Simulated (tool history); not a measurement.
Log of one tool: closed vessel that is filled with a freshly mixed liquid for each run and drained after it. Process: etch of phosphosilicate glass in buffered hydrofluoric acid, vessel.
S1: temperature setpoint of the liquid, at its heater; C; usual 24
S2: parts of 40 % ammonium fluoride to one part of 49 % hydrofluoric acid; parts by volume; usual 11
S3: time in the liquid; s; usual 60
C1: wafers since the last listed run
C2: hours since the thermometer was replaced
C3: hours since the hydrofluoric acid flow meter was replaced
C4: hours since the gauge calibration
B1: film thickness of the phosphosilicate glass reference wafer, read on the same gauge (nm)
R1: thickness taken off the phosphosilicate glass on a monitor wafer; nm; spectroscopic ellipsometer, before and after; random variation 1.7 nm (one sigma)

{"run": 1, "hour": 0.0, "S1": 22, "S2": 11, "S3": 60, "C1": 0, "C2": 235.5, "C3": 450.8, "C4": 213, "B1": 39.99, "R1": 251.65}
{"run": 2, "hour": 25.2, "S1": 22, "S2": 11, "S3": 60, "C1": 3271, "C2": 260.7, "C3": 476, "C4": 238.2, "B1": 39.99, "R1": 250.6}
{"run": 3, "hour": 47.1, "S1": 26, "S2": 11, "S3": 60, "C1": 2843, "C2": 282.6, "C3": 497.9, "C4": 260.1, "B1": 40, "R1": 314.63}
{"run": 4, "hour": 73.7, "S1": 26, "S2": 11, "S3": 60, "C1": 3453, "C2": 309.2, "C3": 524.5, "C4": 286.7, "B1": 40.01, "R1": 315.55}
{"run": 5, "hour": 156.3, "S1": 26, "S2": 11, "S3": 60, "C1": 10723, "C2": 391.8, "C3": 607.1, "C4": 369.3, "B1": 40.02, "R1": 315.9}
{"run": 6, "hour": 189.5, "S1": 24, "S2": 11, "S3": 60, "C1": 4310, "C2": 425, "C3": 640.3, "C4": 402.5, "B1": 39.99, "R1": 286.34}
{"run": 7, "hour": 202.5, "S1": 24, "S2": 11, "S3": 60, "C1": 1687, "C2": 438, "C3": 653.3, "C4": 415.5, "B1": 40, "R1": 286.97}
{"run": 8, "hour": 232.4, "S1": 24, "S2": 11, "S3": 60, "C1": 3881, "C2": 467.9, "C3": 683.2, "C4": 445.4, "B1": 39.99, "R1": 289.4}
{"run": 9, "hour": 265.1, "S1": 26.5, "S2": 8, "S3": 60, "C1": 4245, "C2": 500.6, "C3": 715.9, "C4": 478.1, "B1": 40, "R1": 444.48}
{"run": 10, "hour": 290.9, "S1": 26.5, "S2": 8, "S3": 60, "C1": 3349, "C2": 526.4, "C3": 741.7, "C4": 503.9, "B1": 40, "R1": 444.78}
{"run": 11, "hour": 310.9, "S1": 26.5, "S2": 8, "S3": 60, "C1": 2596, "C2": 546.4, "C3": 761.7, "C4": 523.9, "B1": 40.02, "R1": 441.88}
{"run": 12, "hour": 338.6, "S1": 24, "S2": 11, "S3": 60, "C1": 3596, "C2": 574.1, "C3": 789.4, "C4": 551.6, "B1": 40, "R1": 292.85}
{"run": 13, "hour": 355.1, "S1": 24, "S2": 11, "S3": 60, "C1": 2142, "C2": 590.6, "C3": 805.9, "C4": 568.1, "B1": 40.02, "R1": 293.24}
{"hour": 379.8, "done": "gauge calibrated"}
{"run": 14, "hour": 387.4, "S1": 24, "S2": 11, "S3": 60, "C1": 4193, "C2": 622.9, "C3": 838.2, "C4": 7.6, "B1": 40.01, "R1": 293.29}
{"run": 15, "hour": 408.5, "S1": 26, "S2": 11, "S3": 60, "C1": 2739, "C2": 644, "C3": 859.3, "C4": 28.7, "B1": 40, "R1": 326.29}
{"run": 16, "hour": 444.1, "S1": 24, "S2": 11, "S3": 60, "C1": 4621, "C2": 679.6, "C3": 894.9, "C4": 64.3, "B1": 40.01, "R1": 291.21}
{"run": 17, "hour": 459.5, "S1": 24, "S2": 11, "S3": 60, "C1": 1999, "C2": 695, "C3": 910.3, "C4": 79.7, "B1": 39.99, "R1": 293.87}
{"run": 18, "hour": 486.3, "S1": 26.5, "S2": 12.5, "S3": 30, "C1": 3479, "C2": 721.8, "C3": 937.1, "C4": 106.5, "B1": 40.02, "R1": 148.6}
{"run": 19, "hour": 507.3, "S1": 24, "S2": 14, "S3": 30, "C1": 2726, "C2": 742.8, "C3": 958.1, "C4": 127.5, "B1": 39.99, "R1": 117.87}
{"run": 20, "hour": 524.6, "S1": 22.5, "S2": 15, "S3": 90, "C1": 2246, "C2": 760.1, "C3": 975.4, "C4": 144.8, "B1": 39.99, "R1": 302.89}
{"hour": 526.2, "done": "thermometer replaced"}
{"run": 21, "hour": 537.3, "S1": 24, "S2": 12.5, "S3": 60, "C1": 1519, "C2": 11.1, "C3": 988.1, "C4": 157.5, "B1": 40, "R1": 240.4}
{"hour": 545.3, "done": "hydrofluoric acid flow meter replaced"}
{"run": 22, "hour": 549.8, "S1": 24, "S2": 11, "S3": 60, "C1": 1493, "C2": 23.6, "C3": 4.5, "C4": 170, "B1": 40, "R1": 272.24}
{"run": 23, "hour": 570.4, "S1": 25.5, "S2": 6.5, "S3": 30, "C1": 2674, "C2": 44.2, "C3": 25.1, "C4": 190.6, "B1": 40.02, "R1": 244.03}
{"run": 24, "hour": 594.4, "S1": 24, "S2": 11, "S3": 85, "C1": 3115, "C2": 68.2, "C3": 49.1, "C4": 214.6, "B1": 39.99, "R1": 386.52}
{"run": 25, "hour": 652.5, "S1": 24, "S2": 14.5, "S3": 45, "C1": 7543, "C2": 126.3, "C3": 107.2, "C4": 272.7, "B1": 40.02, "R1": 157.52}
{"run": 26, "hour": 681.8, "S1": 24, "S2": 11, "S3": 40, "C1": 3804, "C2": 155.6, "C3": 136.5, "C4": 302, "B1": 39.99, "R1": 183.03}

Forecast each of these 3 alternatives for the next run:
{"run": "A", "hour": 682.5, "S1": 24, "S2": 15.5, "S3": 60, "C1": 90, "C2": 156.3, "C3": 137.2, "C4": 302.7, "B1": "?", "R1": "?"}
{"run": "B", "hour": 682.5, "S1": 27.5, "S2": 11, "S3": 60, "C1": 90, "C2": 156.3, "C3": 137.2, "C4": 302.7, "B1": "?", "R1": "?"}
{"run": "C", "hour": 682.5, "S1": 19.5, "S2": 11, "S3": 60, "C1": 90, "C2": 156.3, "C3": 137.2, "C4": 302.7, "B1": "?", "R1": "?"}

run=A B1=40.01 R1=194.85
run=B B1=40.01 R1=329.04
run=C B1=40.01 R1=212.68
Without the tool's hidden state the same runs would have given:
run=A R1=189.61
run=B R1=320.4
run=C R1=206.8
